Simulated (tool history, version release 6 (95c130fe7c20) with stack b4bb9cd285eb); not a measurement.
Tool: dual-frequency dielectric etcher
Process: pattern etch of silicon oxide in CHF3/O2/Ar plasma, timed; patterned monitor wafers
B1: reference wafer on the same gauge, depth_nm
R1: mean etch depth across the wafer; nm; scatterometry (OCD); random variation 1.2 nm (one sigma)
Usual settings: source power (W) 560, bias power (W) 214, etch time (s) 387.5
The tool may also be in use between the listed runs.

{"run": 1, "hour": 0.0, "source power (W)": 560, "bias power (W)": 234, "etch time (s)": 387.5, "B1": 730.0, "R1": 845.2}
{"run": 2, "hour": 14.9, "source power (W)": 560, "bias power (W)": 234, "etch time (s)": 387.5, "B1": 729.9, "R1": 847.5}
{"run": 3, "hour": 31.2, "source power (W)": 560, "bias power (W)": 234, "etch time (s)": 387.5, "B1": 729.8, "R1": 847.0}
{"run": 4, "hour": 47.7, "source power (W)": 560, "bias power (W)": 214, "etch time (s)": 387.5, "B1": 729.9, "R1": 815.3}
{"run": 5, "hour": 64.0, "source power (W)": 560, "bias power (W)": 214, "etch time (s)": 387.5, "B1": 730.2, "R1": 816.4}
{"run": 6, "hour": 78.5, "source power (W)": 560, "bias power (W)": 214, "etch time (s)": 387.5, "B1": 729.7, "R1": 818.4}
{"hour": 92.9, "done": "bias power generator calibrated"}
{"run": 7, "hour": 93.4, "source power (W)": 560, "bias power (W)": 214, "etch time (s)": 387.5, "B1": 730.0, "R1": 819.7}
{"hour": 102.2, "done": "source power generator calibrated"}
{"hour": 120.4, "done": "upper electrode replaced"}
{"run": 8, "hour": 120.9, "source power (W)": 560, "bias power (W)": 214, "etch time (s)": 387.5, "B1": 729.8, "R1": 820.4}
{"run": 9, "hour": 121.3, "source power (W)": 560, "bias power (W)": 195, "etch time (s)": 447.5, "B1": 729.8, "R1": 906.0}
{"hour": 129.1, "done": "gauge calibrated"}
{"hour": 145.0, "done": "wet clean of the chamber"}
{"run": 10, "hour": 145.5, "source power (W)": 560, "bias power (W)": 214, "etch time (s)": 387.5, "B1": 729.8, "R1": 795.4}
{"run": 11, "hour": 146.0, "source power (W)": 440, "bias power (W)": 262, "etch time (s)": 429.0, "B1": 729.9, "R1": 890.0}
{"run": 12, "hour": 149.7, "source power (W)": 560, "bias power (W)": 214, "etch time (s)": 387.5, "B1": 730.0, "R1": 793.4}
{"run": 13, "hour": 166.7, "source power (W)": 560, "bias power (W)": 214, "etch time (s)": 476.5, "B1": 730.1, "R1": 978.3}
{"run": 14, "hour": 178.2, "source power (W)": 560, "bias power (W)": 214, "etch time (s)": 328.0, "B1": 730.2, "R1": 672.0}
{"run": 15, "hour": 189.1, "source power (W)": 440, "bias power (W)": 263, "etch time (s)": 328.0, "B1": 730.5, "R1": 683.9}
{"run": 16, "hour": 204.3, "source power (W)": 560, "bias power (W)": 191, "etch time (s)": 476.0, "B1": 730.0, "R1": 925.8}
{"run": 17, "hour": 221.7, "source power (W)": 560, "bias power (W)": 174, "etch time (s)": 387.5, "B1": 729.6, "R1": 722.2}

3 ways to go on from here, each from the tool as it stands after run 17. What would each give?
{"run": "A", "hour": 222.2, "source power (W)": 460, "bias power (W)": 214, "etch time (s)": 387.5, "B1": "?", "R1": "?"}
{"run": "B", "hour": 222.2, "source power (W)": 660, "bias power (W)": 180, "etch time (s)": 490.0, "B1": "?", "R1": "?"}
{"run": "C", "hour": 222.2, "source power (W)": 560, "bias power (W)": 214, "etch time (s)": 314.5, "B1": "?", "R1": "?"}

run=A B1=729.8 R1=746.7
run=B B1=729.8 R1=986.1
run=C B1=729.8 R1=648.4
Without the tool's hidden state the same runs would have given:
run=A R1=738.7
run=B R1=975.6
run=C R1=641.5
